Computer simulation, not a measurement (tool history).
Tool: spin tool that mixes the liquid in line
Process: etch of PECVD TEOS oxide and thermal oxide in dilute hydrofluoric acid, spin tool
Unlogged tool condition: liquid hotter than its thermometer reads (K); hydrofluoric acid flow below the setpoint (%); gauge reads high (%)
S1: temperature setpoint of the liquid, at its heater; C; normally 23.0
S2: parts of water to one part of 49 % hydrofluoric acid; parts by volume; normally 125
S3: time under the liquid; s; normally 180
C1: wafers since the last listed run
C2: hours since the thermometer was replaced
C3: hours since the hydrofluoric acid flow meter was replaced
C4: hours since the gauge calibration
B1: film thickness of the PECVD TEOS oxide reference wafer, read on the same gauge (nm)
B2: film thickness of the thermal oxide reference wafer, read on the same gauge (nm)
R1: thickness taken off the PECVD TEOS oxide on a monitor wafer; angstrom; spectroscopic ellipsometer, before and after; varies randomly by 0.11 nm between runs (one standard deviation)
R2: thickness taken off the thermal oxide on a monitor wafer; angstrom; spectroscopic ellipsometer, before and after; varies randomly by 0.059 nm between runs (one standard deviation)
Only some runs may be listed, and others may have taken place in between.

Run 1, hour 0.0: usual settings; C1 0; C2 1767.1; C3 846.5; C4 303.3; B1 109.97; B2 69.96. Result: R1 241.5 angstrom, R2 61.6 angstrom.
Run 2, hour 15.1: usual settings; C1 66; C2 1782.2; C3 861.6; C4 318.4; B1 110.01; B2 69.99. Result: R1 239.1 angstrom, R2 61.8 angstrom.
Run 3, hour 37.5: usual settings; C1 98; C2 1804.6; C3 884.0; C4 340.8; B1 109.98; B2 69.99. Result: R1 238.6 angstrom, R2 60.8 angstrom.
Run 4, hour 119.6: usual settings; C1 359; C2 1886.7; C3 966.1; C4 422.9; B1 110.00; B2 70.00. Result: R1 239.1 angstrom, R2 60.6 angstrom.
Run 5, hour 133.0: usual settings; C1 58; C2 1900.1; C3 979.5; C4 436.3; B1 109.98; B2 69.97. Result: R1 237.2 angstrom, R2 60.7 angstrom.
Run 6, hour 160.3: usual settings; C1 119; C2 1927.4; C3 1006.8; C4 463.6; B1 109.99; B2 69.98. Result: R1 240.0 angstrom, R2 60.7 angstrom.
Run 7, hour 229.7: usual settings; C1 303; C2 1996.8; C3 1076.2; C4 533.0; B1 110.00; B2 69.96. Result: R1 237.5 angstrom, R2 60.7 angstrom.
Run 8, hour 256.2: usual settings; C1 115; C2 2023.3; C3 1102.7; C4 559.5; B1 110.00; B2 70.01. Result: R1 239.6 angstrom, R2 60.8 angstrom.
Run 9, hour 281.8: usual settings; C1 112; C2 2048.9; C3 1128.3; C4 585.1; B1 110.01; B2 69.97. Result: R1 237.2 angstrom, R2 60.6 angstrom.
Run 10, hour 298.1: usual settings; C1 71; C2 2065.2; C3 1144.6; C4 601.4; B1 110.00; B2 69.99. Result: R1 237.5 angstrom, R2 61.3 angstrom.
At hour 302.3: thermometer replaced.
Run 11, hour 332.4: usual settings; C1 145; C2 30.1; C3 1178.9; C4 635.7; B1 109.98; B2 70.01. Result: R1 217.0 angstrom, R2 55.5 angstrom.
Run 12, hour 361.3: usual settings; C1 126; C2 59.0; C3 1207.8; C4 664.6; B1 110.01; B2 69.99. Result: R1 217.7 angstrom, R2 55.2 angstrom.
Run 13, hour 374.7: usual settings but S3 80 s; C1 58; C2 72.4; C3 1221.2; C4 678.0; B1 109.98; B2 69.99. Result: R1 97.0 angstrom, R2 24.6 angstrom.
Run 14, hour 408.7: usual settings; C1 148; C2 106.4; C3 1255.2; C4 712.0; B1 110.01; B2 69.97. Result: R1 219.1 angstrom, R2 55.9 angstrom.
At hour 432.1: gauge calibrated.
Run 15, hour 435.8: usual settings; C1 118; C2 133.5; C3 1282.3; C4 3.7; B1 110.00; B2 70.02. Result: R1 216.9 angstrom, R2 56.2 angstrom.
At hour 442.0: hydrofluoric acid flow meter replaced.
Run 16, hour 465.3: usual settings but S3 210 s; C1 124; C2 163.0; C3 23.3; C4 33.2; B1 109.99; B2 70.04. Result: R1 277.5 angstrom, R2 69.7 angstrom.
Run 17, hour 489.3: usual settings; C1 105; C2 187.0; C3 47.3; C4 57.2; B1 110.00; B2 69.96. Result: R1 236.9 angstrom, R2 60.5 angstrom.
Run 18, hour 503.3: usual settings but S1 21.5 C; C1 61; C2 201.0; C3 61.3; C4 71.2; B1 110.02; B2 70.00. Result: R1 221.9 angstrom, R2 56.0 angstrom.
Run 19, hour 530.6: usual settings but S3 120 s; C1 119; C2 228.3; C3 88.6; C4 98.5; B1 110.02; B2 70.03. Result: R1 157.7 angstrom, R2 39.8 angstrom.
Run 20, hour 552.0: usual settings but S2 175 parts by volume, S3 240 s; C1 93; C2 249.7; C3 110.0; C4 119.9; B1 110.00; B2 70.05. Result: R1 213.7 angstrom, R2 54.0 angstrom.
Run 21, hour 564.8: usual settings but S2 155 parts by volume, S3 95 s; C1 56; C2 262.5; C3 122.8; C4 132.7; B1 109.98; B2 69.96. Result: R1 97.5 angstrom, R2 24.8 angstrom.
Run 22, hour 585.9: usual settings; C1 92; C2 283.6; C3 143.9; C4 153.8; B1 110.00; B2 69.99. Result: R1 235.1 angstrom, R2 61.1 angstrom.
Run 23, hour 609.1: usual settings but S2 65 parts by volume, S3 290 s; C1 101; C2 306.8; C3 167.1; C4 177.0; B1 110.01; B2 70.07. Result: R1 793.8 angstrom, R2 199.4 angstrom.
Run 24, hour 632.6: usual settings but S1 26.5 C, S2 110 parts by volume, S3 240 s; C1 102; C2 330.3; C3 190.6; C4 200.5; B1 110.01; B2 69.99. Result: R1 413.3 angstrom, R2 106.0 angstrom.
Run 25, hour 656.9: usual settings but S1 21.0 C, S2 90 parts by volume; C1 106; C2 354.6; C3 214.9; C4 224.8; B1 109.99; B2 70.02. Result: R1 317.4 angstrom, R2 79.3 angstrom.
Run 26, hour 674.1: usual settings but S1 20.0 C, S2 80 parts by volume, S3 120 s; C1 75; C2 371.8; C3 232.1; C4 242.0; B1 110.00; B2 70.02. Result: R1 229.5 angstrom, R2 58.6 angstrom.

Describe how what the log doesn't record of the tool's condition differs between the last listed run preceding each entry between runs and the first listed run following it.
Runs 10 to 11: thermometer replaced (hour 302.3)
  liquid hotter than its thermometer reads (K): 2.23 -> 0.0349; hydrofluoric acid flow below the setpoint (%): 6.37 -> 6.53
  measured minus no-state result, R1: +2.5 -> -17.2 angstrom; R2: +0.6 -> -4.4 angstrom
Runs 14 to 15: gauge calibrated (hour 432.1)
  liquid hotter than its thermometer reads (K): 0.117 -> 0.146; hydrofluoric acid flow below the setpoint (%): 6.88 -> 7
  measured minus no-state result, R1: -17.6 -> -17.5 angstrom; R2: -4.4 -> -4.5 angstrom
Runs 15 to 16: hydrofluoric acid flow meter replaced (hour 442.0)
  liquid hotter than its thermometer reads (K): 0.146 -> 0.177; hydrofluoric acid flow below the setpoint (%): 7 -> 0.191
  measured minus no-state result, R1: -17.5 -> +1.4 angstrom; R2: -4.5 -> +0.3 angstrom
